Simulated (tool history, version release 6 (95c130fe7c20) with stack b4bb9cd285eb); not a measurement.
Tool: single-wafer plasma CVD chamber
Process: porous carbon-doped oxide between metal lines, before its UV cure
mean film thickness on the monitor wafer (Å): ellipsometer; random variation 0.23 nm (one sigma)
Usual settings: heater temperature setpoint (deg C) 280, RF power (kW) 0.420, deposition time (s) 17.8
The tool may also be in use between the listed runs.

| run | hour | heater temperature setpoint (deg C) | RF power (kW) | deposition time (s) | read-back reference wafer on the same gauge, thickness_nm | mean film thickness on the monitor wafer (Å) |
|---|---|---|---|---|---|---|
| 1 | 0.0 | 280 | 0.420 | 17.8 | 77.051 | 899.43 |
| 2 | 32.1 | 280 | 0.420 | 17.8 | 76.897 | 902.73 |
| 3 | 51.4 | 280 | 0.420 | 17.8 | 77.016 | 901.87 |
|  | 72.8 | RF generator calibrated |
| 4 | 73.3 | 280 | 0.380 | 17.0 | 76.972 | 853.45 |
| 5 | 92.4 | 280 | 0.380 | 17.0 | 76.967 | 854.65 |
| 6 | 118.0 | 280 | 0.380 | 17.0 | 76.945 | 853.42 |
|  | 141.2 | showerhead replaced |
| 7 | 149.5 | 280 | 0.420 | 17.8 | 77.049 | 927.98 |
| 8 | 172.0 | 280 | 0.420 | 17.8 | 77.000 | 929.03 |
| 9 | 184.9 | 280 | 0.420 | 17.8 | 77.031 | 928.34 |
| 10 | 206.4 | 276 | 0.390 | 17.8 | 77.000 | 927.55 |
| 11 | 228.2 | 280 | 0.420 | 16.3 | 76.926 | 851.13 |
| 12 | 257.8 | 285 | 0.360 | 21.0 | 76.883 | 981.05 |
| 13 | 290.2 | 292 | 0.420 | 15.2 | 76.976 | 726.87 |
| 14 | 310.6 | 280 | 0.360 | 17.8 | 76.977 | 871.07 |
| 15 | 377.7 | 291 | 0.420 | 18.8 | 77.024 | 897.18 |
|  | 382.9 | gauge calibrated |
| 16 | 399.0 | 273 | 0.420 | 16.8 | 77.109 | 920.57 |
|  | 432.3 | thermocouple changed; heater temperature recalibrated |
| 17 | 432.8 | 280 | 0.400 | 19.1 | 77.037 | 912.72 |
| 18 | 462.9 | 280 | 0.420 | 17.8 | 76.946 | 871.59 |
| 19 | 489.8 | 280 | 0.380 | 17.0 | 77.133 | 801.26 |
| 20 | 515.3 | 269 | 0.345 | 16.8 | 77.064 | 828.02 |
| 21 | 528.8 | 287 | 0.380 | 17.8 | 77.035 | 801.34 |
| 22 | 560.9 | 280 | 0.420 | 17.8 | 76.965 | 878.19 |
| 23 | 585.1 | 271 | 0.420 | 16.4 | 76.989 | 863.61 |
| 24 | 602.3 | 274 | 0.500 | 14.4 | 77.001 | 805.15 |
| 25 | 623.7 | 269 | 0.420 | 17.8 | 76.995 | 952.83 |
| 26 | 656.0 | 285 | 0.455 | 15.0 | 76.935 | 741.86 |
| 27 | 686.6 | 280 | 0.420 | 17.8 | 76.924 | 879.81 |

The next listed run, before its measurement:
| 28 | 715.0 | 272 | 0.345 | 16.1 | ? | ? |

Run 28 gave read-back reference wafer on the same gauge, thickness_nm 77.093, mean film thickness on the monitor wafer (Å) 779.31.
Without the tool's hidden state the same run would have given mean film thickness on the monitor wafer (Å) 790.51.

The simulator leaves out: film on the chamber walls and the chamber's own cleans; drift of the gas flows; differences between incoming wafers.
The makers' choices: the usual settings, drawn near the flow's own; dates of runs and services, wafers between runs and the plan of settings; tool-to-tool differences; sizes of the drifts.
